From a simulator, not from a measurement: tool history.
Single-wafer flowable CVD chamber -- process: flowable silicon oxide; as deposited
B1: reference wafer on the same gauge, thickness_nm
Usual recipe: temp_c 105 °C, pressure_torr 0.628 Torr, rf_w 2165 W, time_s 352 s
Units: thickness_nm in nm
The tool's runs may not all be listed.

{"run": 1, "hour": 0.0, "temp_c": 105, "pressure_torr": 0.628, "rf_w": 2165, "time_s": 352, "B1": 119.028, "thickness_nm": 136.397}
{"run": 2, "hour": 14.8, "temp_c": 105, "pressure_torr": 0.628, "rf_w": 2165, "time_s": 352, "B1": 118.984, "thickness_nm": 135.551}
{"run": 3, "hour": 39.4, "temp_c": 105, "pressure_torr": 0.628, "rf_w": 2165, "time_s": 352, "B1": 118.979, "thickness_nm": 136.124}
{"run": 4, "hour": 60.2, "temp_c": 105, "pressure_torr": 0.628, "rf_w": 2165, "time_s": 352, "B1": 118.924, "thickness_nm": 136.142}
{"run": 5, "hour": 88.4, "temp_c": 105, "pressure_torr": 0.628, "rf_w": 2165, "time_s": 352, "B1": 118.921, "thickness_nm": 135.783}
{"run": 6, "hour": 109.5, "temp_c": 105, "pressure_torr": 0.628, "rf_w": 2165, "time_s": 352, "B1": 118.895, "thickness_nm": 135.553}
{"run": 7, "hour": 136.4, "temp_c": 105, "pressure_torr": 0.628, "rf_w": 2165, "time_s": 352, "B1": 118.908, "thickness_nm": 135.195}
{"hour": 137.7, "done": "gauge calibrated"}
{"run": 8, "hour": 149.8, "temp_c": 105, "pressure_torr": 0.628, "rf_w": 2395, "time_s": 352, "B1": 119.069, "thickness_nm": 137.397}
{"run": 9, "hour": 181.8, "temp_c": 105, "pressure_torr": 0.628, "rf_w": 2395, "time_s": 352, "B1": 118.963, "thickness_nm": 138.33}
{"run": 10, "hour": 195.1, "temp_c": 105, "pressure_torr": 0.541, "rf_w": 2165, "time_s": 352, "B1": 119.106, "thickness_nm": 116.162}
{"hour": 206.6, "done": "thermocouple changed; heater temperature recalibrated"}
{"run": 11, "hour": 229.6, "temp_c": 105, "pressure_torr": 0.507, "rf_w": 2165, "time_s": 385, "B1": 118.96, "thickness_nm": 127.284}
{"hour": 252.2, "done": "capacitance manometer re-zeroed and calibrated"}
{"run": 12, "hour": 254.5, "temp_c": 105, "pressure_torr": 0.628, "rf_w": 2165, "time_s": 352, "B1": 119.051, "thickness_nm": 132.422}
{"run": 13, "hour": 268.0, "temp_c": 105, "pressure_torr": 0.768, "rf_w": 2165, "time_s": 313, "B1": 119.082, "thickness_nm": 144.394}
{"hour": 282.6, "done": "showerhead replaced"}
{"run": 14, "hour": 290.9, "temp_c": 99, "pressure_torr": 0.671, "rf_w": 1915, "time_s": 390, "B1": 119.072, "thickness_nm": 180.967}
{"run": 15, "hour": 309.8, "temp_c": 105, "pressure_torr": 0.628, "rf_w": 2455, "time_s": 352, "B1": 118.979, "thickness_nm": 135.639}
{"run": 16, "hour": 336.8, "temp_c": 114, "pressure_torr": 0.473, "rf_w": 2050, "time_s": 352, "B1": 119.004, "thickness_nm": 77.042}
{"hour": 357.2, "done": "RF generator calibrated"}
{"run": 17, "hour": 357.7, "temp_c": 105, "pressure_torr": 0.628, "rf_w": 2165, "time_s": 352, "B1": 118.956, "thickness_nm": 131.792}
{"run": 18, "hour": 387.3, "temp_c": 97, "pressure_torr": 0.628, "rf_w": 2165, "time_s": 352, "B1": 119.127, "thickness_nm": 168.043}
{"run": 19, "hour": 402.6, "temp_c": 94, "pressure_torr": 0.588, "rf_w": 2165, "time_s": 324, "B1": 119.148, "thickness_nm": 157.039}
{"run": 20, "hour": 437.5, "temp_c": 120, "pressure_torr": 0.628, "rf_w": 2165, "time_s": 352, "B1": 119.115, "thickness_nm": 87.099}
{"run": 21, "hour": 455.5, "temp_c": 105, "pressure_torr": 0.628, "rf_w": 2165, "time_s": 352, "B1": 118.934, "thickness_nm": 132.344}

Hidden state or all else? Some run-to-run changes of thickness_nm, split into what the settings, what came in and random variation would give without the hidden state, and what is left for the hidden state (with any gauge scatter that isn't in both results):
What the log doesn't record here: wafer temperature above the value expected at the setpoint (K); delivered RF power above the setpoint (%); true pressure above the setpoint (%); gauge reads high (%).
Run 10 -> 11: pressure_torr 0.541 -> 0.507, time_s 352 -> 385, thermocouple changed; heater temperature recalibrated. thickness_nm +11.122 nm: hidden state +7.556, all else +3.566.
Run 11 -> 12: pressure_torr 0.507 -> 0.628, time_s 385 -> 352, capacitance manometer re-zeroed and calibrated. thickness_nm +5.138 nm: hidden state -10.403, all else +15.541.
Run 15 -> 16: temp_c 105 -> 114, pressure_torr 0.628 -> 0.473, rf_w 2455 -> 2050. thickness_nm -58.597 nm: hidden state +0.013, all else -58.610.
Run 19 -> 20: temp_c 94 -> 120, pressure_torr 0.588 -> 0.628, time_s 324 -> 352. thickness_nm -69.940 nm: hidden state -0.186, all else -69.754.

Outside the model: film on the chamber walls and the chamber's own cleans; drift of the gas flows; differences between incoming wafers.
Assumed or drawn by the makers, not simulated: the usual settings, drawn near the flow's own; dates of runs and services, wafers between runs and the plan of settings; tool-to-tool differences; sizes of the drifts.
